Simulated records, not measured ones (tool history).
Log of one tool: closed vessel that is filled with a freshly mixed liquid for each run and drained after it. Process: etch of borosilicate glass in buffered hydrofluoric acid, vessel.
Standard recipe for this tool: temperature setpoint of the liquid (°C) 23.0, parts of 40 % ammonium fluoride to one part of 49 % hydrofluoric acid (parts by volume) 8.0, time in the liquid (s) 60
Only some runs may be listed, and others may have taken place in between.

| run | hour | temperature setpoint of the liquid (°C) | parts of 40 % ammonium fluoride to one part of 49 % hydrofluoric acid (parts by volume) | time in the liquid (s) | wafers since the last listed run | hours since the thermometer was replaced | hours since the hydrofluoric acid flow meter was replaced | hours since the gauge calibration | read-back film thickness of the borosilicate glass reference wafer, read on the same gauge (nm) | thickness taken off the borosilicate glass on a monitor wafer (angstrom) |
|---|---|---|---|---|---|---|---|---|---|---|
| 1 | 0.0 | 23.0 | 7.5 | 60 | 0 | 1420.9 | 1224.5 | 317.7 | 100.02 | 977.9 |
| 2 | 36.5 | 23.0 | 8.0 | 60 | 3642 | 1457.4 | 1261.0 | 354.2 | 99.99 | 905.1 |
|  | 42.8 | thermometer replaced |
| 3 | 95.7 | 23.0 | 8.0 | 60 | 5807 | 52.9 | 1320.2 | 413.4 | 100.03 | 858.8 |
| 4 | 130.5 | 23.0 | 8.0 | 60 | 3472 | 87.7 | 1355.0 | 448.2 | 100.02 | 873.2 |
| 5 | 185.0 | 23.0 | 8.0 | 60 | 5438 | 142.2 | 1409.5 | 502.7 | 100.00 | 862.8 |
| 6 | 210.3 | 24.5 | 8.0 | 45 | 2524 | 167.5 | 1434.8 | 528.0 | 100.01 | 711.9 |
| 7 | 259.7 | 24.5 | 8.0 | 45 | 4929 | 216.9 | 1484.2 | 577.4 | 100.02 | 714.3 |
| 8 | 311.9 | 23.0 | 8.0 | 60 | 5208 | 269.1 | 1536.4 | 629.6 | 99.97 | 854.1 |
| 9 | 337.6 | 23.0 | 8.0 | 60 | 2564 | 294.8 | 1562.1 | 655.3 | 100.01 | 872.6 |
|  | 391.7 | hydrofluoric acid flow meter replaced |
| 10 | 392.1 | 23.0 | 10.5 | 60 | 5338 | 349.3 | 0.4 | 709.8 | 100.01 | 679.8 |
| 11 | 420.3 | 25.0 | 8.0 | 80 | 2813 | 377.5 | 28.6 | 738.0 | 100.00 | 1291.7 |
| 12 | 457.3 | 25.0 | 8.0 | 70 | 3691 | 414.5 | 65.6 | 775.0 | 100.00 | 1135.2 |
| 13 | 499.6 | 24.5 | 8.0 | 60 | 4220 | 456.8 | 107.9 | 817.3 | 99.99 | 959.1 |
| 14 | 530.0 | 23.0 | 8.0 | 80 | 3033 | 487.2 | 138.3 | 847.7 | 100.04 | 1169.1 |
| 15 | 597.7 | 19.0 | 6.5 | 50 | 6755 | 554.9 | 206.0 | 915.4 | 100.01 | 724.2 |
| 16 | 642.4 | 23.0 | 8.0 | 60 | 4460 | 599.6 | 250.7 | 960.1 | 99.99 | 881.9 |
| 17 | 702.3 | 23.0 | 8.0 | 60 | 5976 | 659.5 | 310.6 | 1020.0 | 100.00 | 884.0 |
| 18 | 741.8 | 21.0 | 6.5 | 75 | 3941 | 699.0 | 350.1 | 1059.5 | 100.03 | 1232.2 |
| 19 | 771.0 | 18.5 | 6.5 | 60 | 2913 | 728.2 | 379.3 | 1088.7 | 99.98 | 858.1 |
| 20 | 803.3 | 23.0 | 8.0 | 60 | 3222 | 760.5 | 411.6 | 1121.0 | 100.03 | 886.3 |
| 21 | 830.4 | 23.0 | 8.0 | 60 | 2704 | 787.6 | 438.7 | 1148.1 | 100.04 | 889.5 |
| 22 | 870.8 | 19.0 | 8.0 | 60 | 4031 | 828.0 | 479.1 | 1188.5 | 100.00 | 714.1 |
|  | 879.3 | gauge calibrated |
| 23 | 907.8 | 27.5 | 8.0 | 35 | 3691 | 865.0 | 516.1 | 28.5 | 99.99 | 664.5 |
| 24 | 952.6 | 26.0 | 7.0 | 50 | 4470 | 909.8 | 560.9 | 73.3 | 100.01 | 1010.0 |
| 25 | 997.2 | 23.0 | 8.0 | 60 | 4450 | 954.4 | 605.5 | 117.9 | 99.97 | 904.9 |
| 26 | 1044.0 | 19.5 | 10.0 | 35 | 4669 | 1001.2 | 652.3 | 164.7 | 100.02 | 358.3 |
| 27 | 1113.9 | 20.5 | 8.0 | 60 | 6974 | 1071.1 | 722.2 | 234.6 | 100.01 | 775.3 |
| 28 | 1178.0 | 23.0 | 8.0 | 75 | 6396 | 1135.2 | 786.3 | 298.7 | 100.00 | 1134.4 |
| 29 | 1208.1 | 23.0 | 8.0 | 60 | 3003 | 1165.3 | 816.4 | 328.8 | 99.98 | 902.6 |
| 30 | 1277.3 | 27.5 | 10.5 | 80 | 6904 | 1234.5 | 885.6 | 398.0 | 100.00 | 1189.8 |
| 31 | 1329.2 | 23.0 | 8.0 | 50 | 5178 | 1286.4 | 937.5 | 449.9 | 99.98 | 767.7 |
| 32 | 1353.5 | 23.0 | 8.0 | 60 | 2424 | 1310.7 | 961.8 | 474.2 | 99.99 | 913.6 |
| 33 | 1396.0 | 21.5 | 8.0 | 75 | 4240 | 1353.2 | 1004.3 | 516.7 | 99.96 | 1064.0 |
| 34 | 1429.0 | 23.0 | 8.0 | 60 | 3292 | 1386.2 | 1037.3 | 549.7 | 99.99 | 908.2 |

Take each entry between the runs: how does the hidden state at the last listed run before it differ from the hidden state at the first listed run after it?
Between runs 2 and 3: thermometer replaced (hour 42.8)
  liquid hotter than its thermometer reads (K): 1.23 -> 0.1
  the result without the hidden state subtracted from the measured one, thickness taken off the borosilicate glass on a monitor wafer (angstrom): +57.6 -> +4.5
Between runs 9 and 10: hydrofluoric acid flow meter replaced (hour 391.7)
  liquid hotter than its thermometer reads (K): 0.29 -> 0.333
  the result without the hidden state subtracted from the measured one, thickness taken off the borosilicate glass on a monitor wafer (angstrom): +13.5 -> +12.0
Between runs 22 and 23: gauge calibrated (hour 879.3)
  liquid hotter than its thermometer reads (K): 0.708 -> 0.737
  the result without the hidden state subtracted from the measured one, thickness taken off the borosilicate glass on a monitor wafer (angstrom): +27.2 -> +25.1
